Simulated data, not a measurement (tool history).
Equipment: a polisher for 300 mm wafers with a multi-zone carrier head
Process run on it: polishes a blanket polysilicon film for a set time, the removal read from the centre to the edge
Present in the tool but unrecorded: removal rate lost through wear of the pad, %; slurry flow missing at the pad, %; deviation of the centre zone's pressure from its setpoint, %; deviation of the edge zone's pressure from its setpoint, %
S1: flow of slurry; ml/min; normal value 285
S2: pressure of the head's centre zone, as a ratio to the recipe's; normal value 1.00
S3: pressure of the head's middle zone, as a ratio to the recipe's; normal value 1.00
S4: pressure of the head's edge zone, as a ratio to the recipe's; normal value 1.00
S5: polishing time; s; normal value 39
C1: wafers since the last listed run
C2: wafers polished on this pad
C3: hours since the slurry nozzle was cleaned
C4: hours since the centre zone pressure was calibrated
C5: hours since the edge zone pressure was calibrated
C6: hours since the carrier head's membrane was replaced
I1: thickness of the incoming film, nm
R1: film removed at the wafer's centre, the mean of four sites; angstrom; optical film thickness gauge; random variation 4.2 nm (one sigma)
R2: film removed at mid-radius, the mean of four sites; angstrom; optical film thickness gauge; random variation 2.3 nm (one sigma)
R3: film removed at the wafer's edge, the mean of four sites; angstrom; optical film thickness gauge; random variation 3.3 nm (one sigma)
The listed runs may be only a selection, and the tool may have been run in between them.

Run 1, hour 0.0: usual settings; C1 0; C2 470; C3 332.4; C4 111.5; C5 7.0; C6 184.6; I1 1654.8. Result: R1 2963 angstrom, R2 2918 angstrom, R3 3028 angstrom.
Run 2, hour 74.1: usual settings; C1 789; C2 1259; C3 406.5; C4 185.6; C5 81.1; C6 258.7; I1 1657.0. Result: R1 2940 angstrom, R2 2944 angstrom, R3 3058 angstrom.
Run 3, hour 159.4: usual settings; C1 908; C2 2167; C3 491.8; C4 270.9; C5 166.4; C6 344.0; I1 1672.5. Result: R1 2940 angstrom, R2 2927 angstrom, R3 3061 angstrom.
Run 4, hour 237.4: usual settings but S2 1.03, S5 44 s; C1 830; C2 2998; C3 569.8; C4 348.9; C5 244.4; C6 422.0; I1 1633.7. Result: R1 3248 angstrom, R2 3193 angstrom, R3 3314 angstrom.
At hour 270.0: centre zone pressure recalibrated.
At hour 297.0: slurry nozzle cleaned.
Run 5, hour 312.8: usual settings but S2 1.03, S5 44 s; C1 771; C2 3769; C3 15.8; C4 42.8; C5 319.8; C6 497.4; I1 1665.6. Result: R1 3551 angstrom, R2 3401 angstrom, R3 3501 angstrom.
At hour 347.7: worn pad replaced by a new one.
Run 6, hour 415.2: usual settings but S2 1.03, S5 44 s; C1 1047; C2 718; C3 118.2; C4 145.2; C5 422.2; C6 599.8; I1 1657.5. Result: R1 3580 angstrom, R2 3396 angstrom, R3 3489 angstrom.
Run 7, hour 506.5: usual settings; C1 972; C2 1691; C3 209.5; C4 236.5; C5 513.5; C6 691.1; I1 1678.5. Result: R1 2946 angstrom, R2 2943 angstrom, R3 3164 angstrom.
Run 8, hour 545.2: usual settings; C1 412; C2 2103; C3 248.2; C4 275.2; C5 552.2; C6 729.8; I1 1673.5. Result: R1 2947 angstrom, R2 2969 angstrom, R3 3158 angstrom.
At hour 608.4: centre zone pressure recalibrated.
Run 9, hour 655.2: usual settings; C1 1150; C2 3253; C3 358.2; C4 46.8; C5 662.2; C6 839.8; I1 1632.3. Result: R1 2977 angstrom, R2 2935 angstrom, R3 3036 angstrom.
At hour 663.7: worn pad replaced by a new one.
Run 10, hour 704.8: usual settings; C1 485; C2 437; C3 407.8; C4 96.4; C5 711.8; C6 889.4; I1 1677.0. Result: R1 2909 angstrom, R2 2888 angstrom, R3 3051 angstrom.
At hour 779.0: slurry nozzle cleaned.
Run 11, hour 801.5: usual settings but S2 1.06, S3 1.06, S4 0.89, S5 27 s; C1 1019; C2 1456; C3 22.5; C4 193.1; C5 808.5; C6 986.1; I1 1680.0. Result: R1 2242 angstrom, R2 2148 angstrom, R3 2030 angstrom.
Run 12, hour 859.4: usual settings but S1 350 ml/min, S3 1.11, S4 1.09, S5 33 s; C1 616; C2 2073; C3 80.4; C4 251.0; C5 866.4; C6 1044.0; I1 1678.6. Result: R1 2637 angstrom, R2 2828 angstrom, R3 2773 angstrom.
Run 13, hour 908.2: usual settings but S4 0.92; C1 519; C2 2593; C3 129.2; C4 299.8; C5 915.2; C6 1092.8; I1 1650.9. Result: R1 3011 angstrom, R2 2995 angstrom, R3 2978 angstrom.
At hour 974.9: centre zone pressure recalibrated.
At hour 984.3: worn pad replaced by a new one.
Run 14, hour 997.7: usual settings; C1 889; C2 142; C3 218.7; C4 22.8; C5 1004.7; C6 1182.3; I1 1672.5. Result: R1 3039 angstrom, R2 2960 angstrom, R3 3145 angstrom.
Run 15, hour 1043.4: usual settings but S5 33 s; C1 486; C2 629; C3 264.4; C4 68.5; C5 1050.4; C6 1228.0; I1 1671.8. Result: R1 2515 angstrom, R2 2523 angstrom, R3 2622 angstrom.

Estimate the outcome of run 16 from the log above:
Run 16, hour 1093.8: usual settings but S1 350 ml/min; C1 536; C2 1165; C3 314.8; C4 118.9; C5 1100.8; C6 1278.4; I1 1648.1. Result: R1 ?, R2 ?, R3 ?.

Run 16 produced R1 2973 angstrom, R2 3038 angstrom, R3 3072 angstrom.
Were there no unlogged condition in the tool, this run, its random variation unchanged, would have produced R1 3015 angstrom, R2 3077 angstrom, R3 3102 angstrom.
